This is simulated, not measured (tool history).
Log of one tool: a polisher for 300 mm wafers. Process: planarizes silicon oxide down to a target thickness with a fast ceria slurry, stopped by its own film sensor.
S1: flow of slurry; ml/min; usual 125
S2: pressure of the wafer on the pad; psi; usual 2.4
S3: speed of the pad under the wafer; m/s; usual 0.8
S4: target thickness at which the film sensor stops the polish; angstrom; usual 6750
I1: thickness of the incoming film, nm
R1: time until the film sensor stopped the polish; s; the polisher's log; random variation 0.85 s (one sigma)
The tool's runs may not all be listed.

Run 1, hour 0: usual settings; I1 1692.7. Result: R1 92.9 s.
Run 2, hour 54.5: usual settings but S3 0.9 m/s; I1 1711.3. Result: R1 83.3 s.
Run 3, hour 120.9: usual settings; I1 1683.4. Result: R1 93.1 s.
Run 4, hour 224.5: usual settings; I1 1712.8. Result: R1 96.7 s.
Run 5, hour 298.6: usual settings; I1 1680.3. Result: R1 95 s.
Run 6, hour 375.2: usual settings; I1 1681.1. Result: R1 95.8 s.
At hour 382.2: worn pad replaced by a new one.
Run 7, hour 458.9: usual settings; I1 1693.2. Result: R1 91.5 s.
Run 8, hour 565.3: usual settings; I1 1710.1. Result: R1 95.6 s.
Run 9, hour 644.1: usual settings but S1 90 ml/min; I1 1681.9. Result: R1 100.5 s.
Run 10, hour 704.7: usual settings but S2 2.9 psi; I1 1708.7. Result: R1 82.9 s.
At hour 707.6: slurry nozzle cleaned.
Run 11, hour 740.7: usual settings but S1 155 ml/min; I1 1720. Result: R1 91.3 s.
Run 12, hour 844.6: usual settings but S4 4850 angstrom; I1 1710.8. Result: R1 112.1 s.
At hour 874.9: head pressure recalibrated.
Run 13, hour 942.3: usual settings but S4 8880 angstrom; I1 1706.6. Result: R1 75.4 s.
At hour 1035.5: worn pad replaced by a new one.
Run 14, hour 1036: usual settings but S2 1.8 psi, S3 0.92 m/s, S4 3320 angstrom; I1 1711.4. Result: R1 132.9 s.
Run 15, hour 1077.6: usual settings but S1 90 ml/min, S2 2.8 psi; I1 1717.8. Result: R1 81.1 s.
Run 16, hour 1124.4: usual settings but S1 105 ml/min, S2 2.9 psi, S3 0.96 m/s, S4 8570 angstrom; I1 1693.8. Result: R1 52.7 s.
Run 17, hour 1163.4: usual settings but S3 0.58 m/s, S4 9110 angstrom; I1 1692.2. Result: R1 95.1 s.
Run 18, hour 1235.9: usual settings; I1 1702.4. Result: R1 92.6 s.
Run 19, hour 1299.2: usual settings; I1 1704. Result: R1 95 s.
Run 20, hour 1390: usual settings but S1 170 ml/min, S3 0.72 m/s; I1 1703.4. Result: R1 101.8 s.
Run 21, hour 1491.6: usual settings; I1 1714.7. Result: R1 100 s.
At hour 1518.4: slurry nozzle cleaned.
Run 22, hour 1548.3: usual settings but S1 105 ml/min, S2 2.8 psi, S3 0.58 m/s, S4 3380 angstrom; I1 1719.7. Result: R1 151.3 s.
Run 23, hour 1629: usual settings; I1 1682.9. Result: R1 92.6 s.
At hour 1724: worn pad replaced by a new one.
Run 24, hour 1842.8: usual settings but S2 2.7 psi, S3 1.06 m/s, S4 3180 angstrom; I1 1674.7. Result: R1 82.1 s.
Run 25, hour 1895.9: usual settings but S4 4580 angstrom; I1 1708.2. Result: R1 114.4 s.
Run 26, hour 1969.7: usual settings but S1 160 ml/min, S2 2.8 psi, S3 0.68 m/s; I1 1708.1. Result: R1 94 s.
Run 27, hour 2021.8: usual settings but S1 145 ml/min, S2 1.7 psi, S3 0.96 m/s; I1 1723. Result: R1 110.8 s.
Run 28, hour 2105.3: usual settings but S3 0.92 m/s; I1 1692. Result: R1 84 s.
At hour 2109.3: head pressure recalibrated.
Run 29, hour 2218.2: usual settings but S1 160 ml/min, S3 0.58 m/s; I1 1713.1. Result: R1 132.4 s.
At hour 2232: slurry nozzle cleaned.
Run 30, hour 2271.9: usual settings but S4 10150 angstrom; I1 1716.7. Result: R1 64.2 s.
At hour 2337.5: worn pad replaced by a new one.
Run 31, hour 2362.4: usual settings but S3 1.04 m/s; I1 1682.8. Result: R1 65.4 s.
Run 32, hour 2412.1: usual settings but S2 3.2 psi; I1 1719.3. Result: R1 68.8 s.
Run 33, hour 2514.3: usual settings; I1 1690.1. Result: R1 89.2 s.
Run 34, hour 2564.3: usual settings but S2 1.8 psi, S4 5120 angstrom; I1 1696.2. Result: R1 141 s.
Run 35, hour 2603: usual settings but S1 95 ml/min, S2 2.2 psi, S3 0.98 m/s, S4 9230 angstrom; I1 1689.4. Result: R1 64 s.
Run 36, hour 2675.8: usual settings but S1 170 ml/min, S2 2.9 psi, S3 1.08 m/s, S4 3190 angstrom; I1 1725. Result: R1 75.7 s.

5 ways to go on from here, each from the tool as it stands after run 36. What would each give?
Run A, hour 2676.3: usual settings but S3 0.54 m/s; I1 1697.1. Result: R1 ?.
Run B, hour 2676.3: usual settings but S2 3 psi, S3 0.68 m/s; I1 1697.1. Result: R1 ?.
Run C, hour 2676.3: usual settings but S1 95 ml/min, S4 8180 angstrom; I1 1697.1. Result: R1 ?.
Run D, hour 2676.3: usual settings but S3 0.72 m/s; I1 1697.1. Result: R1 ?.
Run E, hour 2676.3: usual settings but S1 155 ml/min, S2 2.2 psi, S3 0.98 m/s, S4 4610 angstrom; I1 1697.1. Result: R1 ?.

run     R1
  A  140.8
  B   90.4
  C   85.2
  D  105.6
  E   98.7
Without the tool's hidden state the same runs would have given:
run     R1
  A  125.6
  B   80.7
  C   75.7
  D   94.2
  E   88.4
